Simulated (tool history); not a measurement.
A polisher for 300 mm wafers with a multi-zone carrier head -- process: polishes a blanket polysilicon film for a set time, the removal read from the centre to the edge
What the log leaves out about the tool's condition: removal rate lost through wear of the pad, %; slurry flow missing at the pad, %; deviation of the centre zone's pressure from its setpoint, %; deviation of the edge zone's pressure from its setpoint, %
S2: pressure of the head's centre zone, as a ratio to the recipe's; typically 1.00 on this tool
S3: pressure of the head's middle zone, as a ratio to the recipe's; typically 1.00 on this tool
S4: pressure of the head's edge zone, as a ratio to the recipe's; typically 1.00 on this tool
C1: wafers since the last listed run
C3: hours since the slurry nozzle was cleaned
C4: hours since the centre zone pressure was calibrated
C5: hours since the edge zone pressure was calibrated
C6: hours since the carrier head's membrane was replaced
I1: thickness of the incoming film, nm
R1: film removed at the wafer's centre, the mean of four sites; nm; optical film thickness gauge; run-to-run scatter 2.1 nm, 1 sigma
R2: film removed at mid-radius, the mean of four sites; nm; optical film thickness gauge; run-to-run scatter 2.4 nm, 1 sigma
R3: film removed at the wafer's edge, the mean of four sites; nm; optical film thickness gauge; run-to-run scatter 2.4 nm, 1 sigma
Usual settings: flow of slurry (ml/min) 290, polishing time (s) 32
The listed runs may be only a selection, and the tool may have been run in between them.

run 1 hour=0.0 | flow_of_slurry_(ml/min)=290 S2=1.00 S3=1.00 S4=1.00 polishing_time_(s)=32 | C1=0 wafers_polished_on_this_pad=709 C3=56.7 C4=271.6 C5=646.4 C6=976.5 | I1=1024.8 | R1=184.1 R2=182.2 R3=172.6
run 2 hour=51.9 | flow_of_slurry_(ml/min)=290 S2=1.00 S3=1.00 S4=1.00 polishing_time_(s)=32 | C1=531 wafers_polished_on_this_pad=1240 C3=108.6 C4=323.5 C5=698.3 C6=1028.4 | I1=1025.5 | R1=180.7 R2=179.7 R3=175.4
run 3 hour=84.7 | flow_of_slurry_(ml/min)=290 S2=1.00 S3=1.00 S4=1.00 polishing_time_(s)=32 | C1=335 wafers_polished_on_this_pad=1575 C3=141.4 C4=356.3 C5=731.1 C6=1061.2 | I1=1004.1 | R1=180.1 R2=178.8 R3=173.2
-- hour=126.9 worn pad replaced by a new one
run 4 hour=143.3 | flow_of_slurry_(ml/min)=290 S2=1.00 S3=1.00 S4=1.00 polishing_time_(s)=32 | C1=558 wafers_polished_on_this_pad=167 C3=200.0 C4=414.9 C5=789.7 C6=1119.8 | I1=1031.3 | R1=175.7 R2=175.7 R3=172.2
run 5 hour=167.5 | flow_of_slurry_(ml/min)=290 S2=1.00 S3=1.00 S4=1.00 polishing_time_(s)=32 | C1=247 wafers_polished_on_this_pad=415 C3=224.2 C4=439.1 C5=813.9 C6=1144.0 | I1=1033.0 | R1=174.9 R2=174.6 R3=168.8
-- hour=181.0 slurry nozzle cleaned
run 6 hour=215.3 | flow_of_slurry_(ml/min)=290 S2=1.00 S3=1.00 S4=1.00 polishing_time_(s)=32 | C1=478 wafers_polished_on_this_pad=894 C3=34.3 C4=486.9 C5=861.7 C6=1191.8 | I1=1009.2 | R1=186.2 R2=184.1 R3=169.2
run 7 hour=250.4 | flow_of_slurry_(ml/min)=290 S2=1.00 S3=1.00 S4=1.00 polishing_time_(s)=32 | C1=359 wafers_polished_on_this_pad=1253 C3=69.4 C4=522.0 C5=896.8 C6=1226.9 | I1=1013.4 | R1=185.6 R2=180.6 R3=174.9
run 8 hour=300.3 | flow_of_slurry_(ml/min)=290 S2=1.05 S3=1.00 S4=1.05 polishing_time_(s)=32 | C1=510 wafers_polished_on_this_pad=1764 C3=119.3 C4=571.9 C5=946.7 C6=1276.8 | I1=1031.2 | R1=185.1 R2=183.4 R3=172.2
run 9 hour=329.7 | flow_of_slurry_(ml/min)=215 S2=1.00 S3=1.00 S4=1.00 polishing_time_(s)=32 | C1=300 wafers_polished_on_this_pad=2064 C3=148.7 C4=601.3 C5=976.1 C6=1306.2 | I1=1013.5 | R1=169.7 R2=171.4 R3=161.9
-- hour=339.6 worn pad replaced by a new one
run 10 hour=375.4 | flow_of_slurry_(ml/min)=215 S2=1.00 S3=1.00 S4=1.00 polishing_time_(s)=32 | C1=426 wafers_polished_on_this_pad=366 C3=194.4 C4=647.0 C5=1021.8 C6=1351.9 | I1=1015.1 | R1=164.7 R2=160.3 R3=156.7
-- hour=385.3 edge zone pressure recalibrated
run 11 hour=410.7 | flow_of_slurry_(ml/min)=290 S2=1.00 S3=0.95 S4=1.00 polishing_time_(s)=32 | C1=340 wafers_polished_on_this_pad=706 C3=229.7 C4=682.3 C5=25.4 C6=1387.2 | I1=1025.1 | R1=171.1 R2=169.2 R3=161.1
-- hour=418.1 slurry nozzle cleaned
run 12 hour=452.8 | flow_of_slurry_(ml/min)=290 S2=1.00 S3=1.00 S4=1.08 polishing_time_(s)=32 | C1=420 wafers_polished_on_this_pad=1127 C3=34.7 C4=724.4 C5=67.5 C6=1429.3 | I1=1019.6 | R1=183.2 R2=182.1 R3=175.9
run 13 hour=485.7 | flow_of_slurry_(ml/min)=290 S2=1.00 S3=1.09 S4=1.00 polishing_time_(s)=32 | C1=336 wafers_polished_on_this_pad=1464 C3=67.6 C4=757.3 C5=100.4 C6=1462.2 | I1=1017.6 | R1=181.3 R2=195.5 R3=170.0
-- hour=542.8 worn pad replaced by a new one
run 14 hour=543.3 | flow_of_slurry_(ml/min)=245 S2=1.00 S3=1.00 S4=1.00 polishing_time_(s)=27 | C1=548 wafers_polished_on_this_pad=4 C3=125.2 C4=814.9 C5=158.0 C6=1519.8 | I1=1014.5 | R1=145.4 R2=145.6 R3=140.9

Run 15, settings as shown, results not yet in. Your forecast:
-- hour=611.1 centre zone pressure recalibrated
-- hour=617.0 slurry nozzle cleaned
run 15 hour=672.5 | flow_of_slurry_(ml/min)=335 S2=1.00 S3=1.00 S4=0.91 polishing_time_(s)=32 | C1=1291 wafers_polished_on_this_pad=1296 C3=55.5 C4=61.4 C5=287.2 C6=1649.0 | I1=1014.3 | R1=? R2=? R3=?

{"run 15": {"R1": 186.3, "R2": 180.8, "R3": 175.5}}
Minus the tool's unlogged condition, the same run would have read R1 188.5 nm, R2 182.8 nm, R3 177.0 nm.
